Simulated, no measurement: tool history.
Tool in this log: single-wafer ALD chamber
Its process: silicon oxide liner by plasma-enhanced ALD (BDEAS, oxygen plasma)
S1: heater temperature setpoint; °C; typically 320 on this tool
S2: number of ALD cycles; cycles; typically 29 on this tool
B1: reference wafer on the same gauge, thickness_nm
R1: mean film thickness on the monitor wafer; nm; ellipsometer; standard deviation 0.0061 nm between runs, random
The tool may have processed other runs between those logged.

{"run": 1, "hour": 0.0, "S1": 320, "S2": 29, "B1": 2.362, "R1": 2.436}
{"run": 2, "hour": 12.8, "S1": 320, "S2": 29, "B1": 2.358, "R1": 2.435}
{"run": 3, "hour": 31.5, "S1": 325, "S2": 29, "B1": 2.357, "R1": 2.419}
{"run": 4, "hour": 56.8, "S1": 320, "S2": 25, "B1": 2.359, "R1": 2.097}
{"run": 5, "hour": 157.4, "S1": 331, "S2": 27, "B1": 2.36, "R1": 2.222}
{"run": 6, "hour": 192.0, "S1": 331, "S2": 27, "B1": 2.362, "R1": 2.21}
{"run": 7, "hour": 205.5, "S1": 320, "S2": 29, "B1": 2.359, "R1": 2.442}
{"run": 8, "hour": 238.5, "S1": 320, "S2": 29, "B1": 2.361, "R1": 2.433}
{"run": 9, "hour": 253.3, "S1": 320, "S2": 29, "B1": 2.358, "R1": 2.441}
{"run": 10, "hour": 273.6, "S1": 320, "S2": 32, "B1": 2.359, "R1": 2.696}
{"hour": 328.6, "done": "gauge calibrated"}
{"hour": 339.3, "done": "thermocouple changed; heater temperature recalibrated"}
{"run": 11, "hour": 339.8, "S1": 320, "S2": 32, "B1": 2.361, "R1": 2.678}
{"run": 12, "hour": 367.8, "S1": 320, "S2": 32, "B1": 2.364, "R1": 2.689}
{"run": 13, "hour": 386.6, "S1": 320, "S2": 29, "B1": 2.359, "R1": 2.431}
{"run": 14, "hour": 417.0, "S1": 320, "S2": 29, "B1": 2.358, "R1": 2.43}
{"run": 15, "hour": 436.8, "S1": 320, "S2": 29, "B1": 2.361, "R1": 2.441}
{"run": 16, "hour": 472.4, "S1": 320, "S2": 29, "B1": 2.361, "R1": 2.425}
{"run": 17, "hour": 504.0, "S1": 320, "S2": 29, "B1": 2.358, "R1": 2.44}
{"run": 18, "hour": 524.7, "S1": 329, "S2": 34, "B1": 2.359, "R1": 2.817}
{"run": 19, "hour": 549.7, "S1": 331, "S2": 26, "B1": 2.359, "R1": 2.139}
{"run": 20, "hour": 572.7, "S1": 330, "S2": 27, "B1": 2.359, "R1": 2.219}
{"run": 21, "hour": 588.7, "S1": 331, "S2": 35, "B1": 2.359, "R1": 2.872}
{"run": 22, "hour": 619.4, "S1": 320, "S2": 29, "B1": 2.362, "R1": 2.438}
{"run": 23, "hour": 654.9, "S1": 320, "S2": 29, "B1": 2.359, "R1": 2.429}
{"run": 24, "hour": 668.3, "S1": 316, "S2": 27, "B1": 2.359, "R1": 2.271}
{"run": 25, "hour": 696.8, "S1": 320, "S2": 29, "B1": 2.36, "R1": 2.426}
{"run": 26, "hour": 721.4, "S1": 311, "S2": 27, "B1": 2.361, "R1": 2.304}
{"run": 27, "hour": 736.1, "S1": 331, "S2": 26, "B1": 2.36, "R1": 2.147}
{"run": 28, "hour": 766.8, "S1": 324, "S2": 24, "B1": 2.359, "R1": 2.003}
{"run": 29, "hour": 780.4, "S1": 320, "S2": 33, "B1": 2.362, "R1": 2.772}
{"run": 30, "hour": 805.9, "S1": 307, "S2": 24, "B1": 2.358, "R1": 2.066}
{"run": 31, "hour": 826.2, "S1": 320, "S2": 29, "B1": 2.362, "R1": 2.441}
{"run": 32, "hour": 861.2, "S1": 320, "S2": 29, "B1": 2.363, "R1": 2.435}

List, for all runs, the conditions of the tool that the log does not record:
wafer temperature above the value expected at the setpoint (K): 0, the same for each run
gauge reads high (%): 0, the same for each run

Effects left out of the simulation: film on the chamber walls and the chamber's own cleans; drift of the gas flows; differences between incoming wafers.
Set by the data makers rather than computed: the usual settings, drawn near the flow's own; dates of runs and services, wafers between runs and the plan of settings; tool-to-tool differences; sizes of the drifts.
